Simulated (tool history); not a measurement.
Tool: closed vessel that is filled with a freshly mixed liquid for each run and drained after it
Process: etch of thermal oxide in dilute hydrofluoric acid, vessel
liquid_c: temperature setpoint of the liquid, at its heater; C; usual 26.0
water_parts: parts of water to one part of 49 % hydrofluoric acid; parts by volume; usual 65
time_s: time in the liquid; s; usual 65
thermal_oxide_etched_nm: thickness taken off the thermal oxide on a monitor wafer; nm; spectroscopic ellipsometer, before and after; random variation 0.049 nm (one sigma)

| run | day | liquid_c | water_parts | time_s | read-back film thickness of the thermal oxide reference wafer, read on the same gauge (nm) | thermal_oxide_etched_nm |
|---|---|---|---|---|---|---|
| 1 | 0.000 | 26.0 | 65 | 40 | 100.00 | 3.00 |
| 2 | 0.771 | 26.0 | 65 | 65 | 99.99 | 4.86 |
| 3 | 2.171 | 26.0 | 65 | 65 | 99.99 | 4.82 |
| 4 | 3.150 | 26.0 | 65 | 65 | 100.00 | 4.86 |
| 5 | 3.867 | 26.0 | 65 | 85 | 100.01 | 6.34 |
| 6 | 5.308 | 26.0 | 45 | 65 | 99.99 | 7.17 |
| 7 | 6.617 | 26.0 | 45 | 65 | 99.96 | 7.25 |
| 8 | 7.262 | 26.0 | 65 | 65 | 100.02 | 4.82 |
| 9 | 8.717 | 26.0 | 65 | 65 | 99.98 | 4.84 |
| 10 | 9.788 | 26.0 | 65 | 65 | 99.97 | 4.70 |
| 11 | 10.462 | 26.0 | 65 | 65 | 100.01 | 4.76 |
| 12 | 11.675 | 26.0 | 65 | 65 | 99.97 | 4.77 |
| 13 | 12.900 | 26.0 | 85 | 65 | 100.00 | 3.51 |
| 14 | 13.442 | 26.0 | 65 | 65 | 100.01 | 4.72 |
| 15 | 13.958 | 26.0 | 50 | 95 | 100.00 | 9.22 |
| 16 | 14.625 | 31.0 | 50 | 50 | 100.01 | 5.96 |
|  | 14.800 | gauge calibrated |
| 17 | 15.517 | 26.0 | 65 | 65 | 99.98 | 4.79 |
|  | 15.629 | hydrofluoric acid flow meter replaced |
|  | 15.846 | thermometer replaced |
| 18 | 16.758 | 30.0 | 65 | 30 | 99.95 | 2.94 |
| 19 | 17.654 | 26.0 | 65 | 85 | 100.01 | 7.06 |
| 20 | 18.188 | 30.5 | 50 | 65 | 100.00 | 8.70 |
| 21 | 18.925 | 26.0 | 75 | 45 | 100.03 | 3.21 |
| 22 | 20.292 | 26.0 | 65 | 65 | 99.98 | 5.49 |
| 23 | 21.592 | 22.5 | 90 | 30 | 99.95 | 1.52 |
| 24 | 22.342 | 26.0 | 65 | 65 | 100.04 | 5.40 |
| 25 | 25.979 | 21.5 | 65 | 65 | 99.99 | 4.50 |
| 26 | 28.304 | 30.5 | 90 | 100 | 100.00 | 6.83 |
| 27 | 28.858 | 24.5 | 65 | 80 | 100.03 | 6.31 |
| 28 | 30.317 | 26.0 | 65 | 80 | 100.05 | 6.53 |
| 29 | 31.646 | 29.0 | 40 | 75 | 100.01 | 11.73 |

Hidden state or all else? Some run-to-run changes of thermal_oxide_etched_nm, split into what the settings, what came in and random variation would give without the hidden state, and what is left for the hidden state (with any gauge scatter that isn't in both results):
The hidden state here: liquid colder than its thermometer reads (K); hydrofluoric acid flow below the setpoint (%); gauge reads high (%).
Run 14 -> 15: water_parts 65 -> 50, time_s 65 -> 95. thermal_oxide_etched_nm +4.50 nm: hidden state -0.67, all else +5.17.
Run 17 -> 18: liquid_c 26.0 -> 30.0, time_s 65 -> 30, hydrofluoric acid flow meter replaced, thermometer replaced. thermal_oxide_etched_nm -1.85 nm: hidden state +0.75, all else -2.60.
Run 20 -> 21: liquid_c 30.5 -> 26.0, water_parts 50 -> 75, time_s 65 -> 45. thermal_oxide_etched_nm -5.49 nm: hidden state +0.02, all else -5.51.
Run 28 -> 29: liquid_c 26.0 -> 29.0, water_parts 65 -> 40, time_s 80 -> 75. thermal_oxide_etched_nm +5.20 nm: hidden state -0.15, all else +5.35.

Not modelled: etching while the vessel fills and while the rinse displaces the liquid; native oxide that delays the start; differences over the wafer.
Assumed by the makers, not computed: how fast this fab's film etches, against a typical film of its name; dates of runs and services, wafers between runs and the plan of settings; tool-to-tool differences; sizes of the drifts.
